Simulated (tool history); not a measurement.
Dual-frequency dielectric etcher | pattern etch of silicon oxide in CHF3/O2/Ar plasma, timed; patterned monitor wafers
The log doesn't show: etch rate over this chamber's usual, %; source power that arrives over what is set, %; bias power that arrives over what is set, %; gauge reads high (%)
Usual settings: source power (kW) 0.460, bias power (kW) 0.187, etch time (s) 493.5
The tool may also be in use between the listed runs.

run,day,source power (kW),bias power (kW),etch time (s),wafers since the last listed run,hours since the last wet clean,hours since the last source power generator calibration,hours since the last bias power generator calibration,hours since the last upper electrode change,hours since the gauge calibration,"read-back reference wafer on the same gauge, depth_nm",mean etch depth across the wafer (nm)
1,0.000,0.460,0.187,493.5,0,250.8,1722.0,3427.6,5007.9,87.6,875.5,895.3
2,1.146,0.460,0.187,552.0,108,278.3,1749.5,3455.1,5035.4,115.1,876.2,1005.1
3,2.383,0.480,0.187,493.5,116,308.0,1779.2,3484.8,5065.1,144.8,876.8,909.7
4,2.938,0.460,0.187,493.5,52,321.3,1792.5,3498.1,5078.4,158.1,876.3,901.0
5,4.379,0.460,0.187,493.5,136,355.9,1827.1,3532.7,5113.0,192.7,876.9,899.3
# day 6.167: wet clean of the chamber
6,6.188,0.460,0.187,442.5,76,0.5,1870.5,3576.1,5156.4,236.1,876.6,805.8
7,7.046,0.460,0.187,442.5,81,21.1,1891.1,3596.7,5177.0,256.7,874.6,808.0
8,7.996,0.460,0.187,442.5,89,43.9,1913.9,3619.5,5199.8,279.5,876.2,806.9
9,9.000,0.460,0.187,493.5,94,68.0,1938.0,3643.6,5223.9,303.6,876.5,901.6
10,12.596,0.460,0.187,493.5,339,154.3,2024.3,3729.9,5310.2,389.9,875.2,891.4
# day 13.325: gauge calibrated
11,14.075,0.460,0.187,493.5,139,189.8,2059.8,3765.4,5345.7,18.0,877.1,900.1
# day 15.121: source power generator calibrated
# day 15.317: upper electrode replaced
12,15.571,0.460,0.187,493.5,107,225.7,10.8,3801.3,6.1,53.9,876.0,892.8
13,18.292,0.460,0.187,493.5,257,291.0,76.1,3866.6,71.4,119.2,875.1,895.5
14,18.842,0.460,0.187,493.5,51,304.2,89.3,3879.8,84.6,132.4,875.0,903.6
15,19.904,0.460,0.187,587.5,100,329.7,114.8,3905.3,110.1,157.9,876.1,1071.7
16,20.562,0.550,0.202,493.5,62,345.5,130.6,3921.1,125.9,173.7,876.3,974.4
# day 20.942: bias power generator calibrated
17,21.400,0.460,0.187,493.5,63,365.6,150.7,11.0,146.0,193.8,875.1,894.6
18,22.496,0.460,0.187,493.5,103,391.9,177.0,37.3,172.3,220.1,875.7,902.8
19,23.379,0.390,0.222,382.5,83,413.1,198.2,58.5,193.5,241.3,876.5,678.4
20,24.483,0.500,0.144,493.5,104,439.6,224.7,85.0,220.0,267.8,876.2,885.5
21,25.592,0.460,0.187,493.5,104,466.2,251.3,111.6,246.6,294.4,876.3,897.8
22,26.146,0.460,0.224,493.5,52,479.5,264.6,124.9,259.9,307.7,875.0,928.4
# day 27.179: wet clean of the chamber
23,27.200,0.380,0.187,594.0,5,0.5,289.9,150.2,285.2,333.0,875.1,1023.9
24,28.104,0.460,0.187,493.5,85,22.2,311.6,171.9,306.9,354.7,876.4,894.4
25,29.588,0.460,0.187,493.5,140,57.8,347.2,207.5,342.5,390.3,875.8,898.4
26,31.154,0.460,0.187,594.5,148,95.4,384.8,245.1,380.1,427.9,875.6,1076.1
27,31.812,0.510,0.161,554.0,62,111.2,400.6,260.9,395.9,443.7,875.9,1024.7
# day 31.975: gauge calibrated
28,32.725,0.460,0.187,493.5,86,133.1,422.5,282.8,417.8,18.0,876.7,893.3
29,33.996,0.460,0.227,416.0,120,163.6,453.0,313.3,448.3,48.5,875.9,787.0
30,35.346,0.410,0.157,398.5,127,196.0,485.4,345.7,480.7,80.9,876.4,678.5

How the hidden state differs across the entries between the runs, from the last listed run before each to the first after it:
Between runs 5 and 6: wet clean of the chamber (day 6.167)
  no hidden state differs between the two runs
Between runs 10 and 11: gauge calibrated (day 13.325)
  no hidden state differs between the two runs
Between runs 11 and 12: source power generator calibrated (day 15.121); upper electrode replaced (day 15.317)
  no hidden state differs between the two runs
Between runs 16 and 17: bias power generator calibrated (day 20.942)
  no hidden state differs between the two runs
Between runs 22 and 23: wet clean of the chamber (day 27.179)
  no hidden state differs between the two runs
Between runs 27 and 28: gauge calibrated (day 31.975)
  no hidden state differs between the two runs
